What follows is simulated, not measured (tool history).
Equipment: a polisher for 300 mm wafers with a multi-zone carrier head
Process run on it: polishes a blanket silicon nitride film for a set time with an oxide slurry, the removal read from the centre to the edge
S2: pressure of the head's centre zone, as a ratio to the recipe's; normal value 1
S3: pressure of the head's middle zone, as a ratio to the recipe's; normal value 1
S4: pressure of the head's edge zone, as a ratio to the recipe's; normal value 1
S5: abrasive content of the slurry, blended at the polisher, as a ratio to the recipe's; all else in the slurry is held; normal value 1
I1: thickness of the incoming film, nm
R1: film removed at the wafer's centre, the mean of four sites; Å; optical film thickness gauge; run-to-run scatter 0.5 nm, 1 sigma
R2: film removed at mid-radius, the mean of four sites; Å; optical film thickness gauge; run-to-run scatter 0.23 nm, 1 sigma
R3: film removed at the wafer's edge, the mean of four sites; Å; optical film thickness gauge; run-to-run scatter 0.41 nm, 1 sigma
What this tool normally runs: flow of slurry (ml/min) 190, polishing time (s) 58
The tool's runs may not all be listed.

{"run": 1, "hour": 0.0, "flow of slurry (ml/min)": 190, "S2": 1, "S3": 1, "S4": 0.95, "S5": 1, "polishing time (s)": 58, "I1": 427.3, "R1": 394, "R2": 362, "R3": 350}
{"hour": 61.6, "done": "carrier head's membrane replaced by a new one"}
{"run": 2, "hour": 105.8, "flow of slurry (ml/min)": 190, "S2": 1, "S3": 1, "S4": 0.94, "S5": 0.9, "polishing time (s)": 58, "I1": 428, "R1": 385, "R2": 342, "R3": 330}
{"run": 3, "hour": 181.2, "flow of slurry (ml/min)": 130, "S2": 1, "S3": 1.12, "S4": 1, "S5": 1, "polishing time (s)": 58, "I1": 430.4, "R1": 371, "R2": 377, "R3": 346}
{"hour": 222.4, "done": "worn pad replaced by a new one, of another model than before"}
{"run": 4, "hour": 268.8, "flow of slurry (ml/min)": 160, "S2": 1, "S3": 1, "S4": 1, "S5": 1, "polishing time (s)": 58, "I1": 435.9, "R1": 379, "R2": 345, "R3": 351}
{"hour": 314.4, "done": "centre zone pressure recalibrated"}
{"run": 5, "hour": 324.7, "flow of slurry (ml/min)": 190, "S2": 0.88, "S3": 0.93, "S4": 1, "S5": 1, "polishing time (s)": 41, "I1": 428.9, "R1": 232, "R2": 243, "R3": 254}
{"hour": 331.1, "done": "slurry nozzle cleaned"}
{"run": 6, "hour": 367.1, "flow of slurry (ml/min)": 190, "S2": 1, "S3": 1, "S4": 1.1, "S5": 1, "polishing time (s)": 67, "I1": 435.7, "R1": 434, "R2": 420, "R3": 429}
{"run": 7, "hour": 432.3, "flow of slurry (ml/min)": 165, "S2": 1.09, "S3": 1, "S4": 1.08, "S5": 1, "polishing time (s)": 52, "I1": 430.1, "R1": 364, "R2": 314, "R3": 331}
{"run": 8, "hour": 509.2, "flow of slurry (ml/min)": 190, "S2": 1, "S3": 1, "S4": 1, "S5": 1, "polishing time (s)": 58, "I1": 427.6, "R1": 369, "R2": 363, "R3": 367}
{"run": 9, "hour": 600.0, "flow of slurry (ml/min)": 190, "S2": 1, "S3": 1, "S4": 1, "S5": 0.8, "polishing time (s)": 58, "I1": 428.8, "R1": 348, "R2": 323, "R3": 319}
{"run": 10, "hour": 664.3, "flow of slurry (ml/min)": 190, "S2": 1, "S3": 1, "S4": 1, "S5": 1, "polishing time (s)": 58, "I1": 423.8, "R1": 379, "R2": 364, "R3": 357}
{"hour": 741.0, "done": "carrier head's membrane replaced by a new one"}
{"hour": 756.9, "done": "worn pad replaced by a new one"}
{"run": 11, "hour": 757.4, "flow of slurry (ml/min)": 135, "S2": 1, "S3": 1, "S4": 1, "S5": 1.2, "polishing time (s)": 58, "I1": 432.2, "R1": 367, "R2": 355, "R3": 360}
{"run": 12, "hour": 792.2, "flow of slurry (ml/min)": 190, "S2": 1, "S3": 1, "S4": 1, "S5": 1, "polishing time (s)": 58, "I1": 426.1, "R1": 386, "R2": 361, "R3": 361}
{"run": 13, "hour": 858.2, "flow of slurry (ml/min)": 190, "S2": 1, "S3": 1, "S4": 1, "S5": 1, "polishing time (s)": 58, "I1": 428.6, "R1": 388, "R2": 363, "R3": 356}
{"run": 14, "hour": 932.8, "flow of slurry (ml/min)": 190, "S2": 1, "S3": 0.96, "S4": 1, "S5": 1, "polishing time (s)": 58, "I1": 423.6, "R1": 387, "R2": 353, "R3": 361}
{"hour": 1043.0, "done": "slurry nozzle cleaned"}
{"hour": 1092.7, "done": "edge zone pressure recalibrated"}
{"run": 15, "hour": 1209.0, "flow of slurry (ml/min)": 190, "S2": 1, "S3": 1, "S4": 1, "S5": 1, "polishing time (s)": 73, "I1": 429.8, "R1": 500, "R2": 458, "R3": 456}
{"run": 16, "hour": 1263.3, "flow of slurry (ml/min)": 190, "S2": 1.06, "S3": 0.89, "S4": 1.06, "S5": 0.85, "polishing time (s)": 58, "I1": 432.7, "R1": 386, "R2": 303, "R3": 346}
{"hour": 1303.2, "done": "worn pad replaced by a new one"}
{"run": 17, "hour": 1350.1, "flow of slurry (ml/min)": 140, "S2": 1, "S3": 1, "S4": 1, "S5": 1, "polishing time (s)": 58, "I1": 433.5, "R1": 353, "R2": 332, "R3": 335}
{"hour": 1375.0, "done": "carrier head's membrane replaced by a new one"}
{"run": 18, "hour": 1448.5, "flow of slurry (ml/min)": 190, "S2": 1, "S3": 1, "S4": 1, "S5": 1, "polishing time (s)": 58, "I1": 430.8, "R1": 408, "R2": 357, "R3": 356}
{"run": 19, "hour": 1538.2, "flow of slurry (ml/min)": 190, "S2": 1, "S3": 1, "S4": 1, "S5": 1, "polishing time (s)": 58, "I1": 429.8, "R1": 414, "R2": 363, "R3": 360}
{"hour": 1549.7, "done": "centre zone pressure recalibrated"}
{"run": 20, "hour": 1629.2, "flow of slurry (ml/min)": 190, "S2": 0.94, "S3": 1, "S4": 1.08, "S5": 1, "polishing time (s)": 58, "I1": 431.7, "R1": 359, "R2": 359, "R3": 380}
{"hour": 1674.6, "done": "slurry nozzle cleaned"}
{"run": 21, "hour": 1701.2, "flow of slurry (ml/min)": 190, "S2": 0.9, "S3": 1, "S4": 1, "S5": 1.25, "polishing time (s)": 58, "I1": 422.9, "R1": 384, "R2": 395, "R3": 395}
{"run": 22, "hour": 1800.6, "flow of slurry (ml/min)": 190, "S2": 1.03, "S3": 1, "S4": 0.89, "S5": 0.8, "polishing time (s)": 40, "I1": 431.4, "R1": 244, "R2": 224, "R3": 211}

Some steps in R1, run to run, broken into two amounts with sign: the step expected even without the hidden condition (settings, incoming material, random variation), and the rest, left for the hidden condition together with whatever gauge scatter is not in both the measured and the hidden-condition-free result:
Unlogged tool condition in this case: removal rate lost through wear of the pad, %; slurry flow missing at the pad, %; deviation of the centre zone's pressure from its setpoint, %; deviation of the edge zone's pressure from its setpoint, %.
Run 4 -> 5: flow of slurry (ml/min) 160 -> 190, S2 1 -> 0.88, S3 1 -> 0.93, polishing time (s) 58 -> 41, centre zone pressure recalibrated. R1 -147 Å: hidden state -27, all else -120.
Run 5 -> 6: S2 0.88 -> 1, S3 0.93 -> 1, S4 1 -> 1.1, polishing time (s) 41 -> 67, slurry nozzle cleaned. R1 +202 Å: hidden state -1, all else +203.
Run 19 -> 20: S2 1 -> 0.94, S4 1 -> 1.08, centre zone pressure recalibrated. R1 -55 Å: hidden state -29, all else -26.
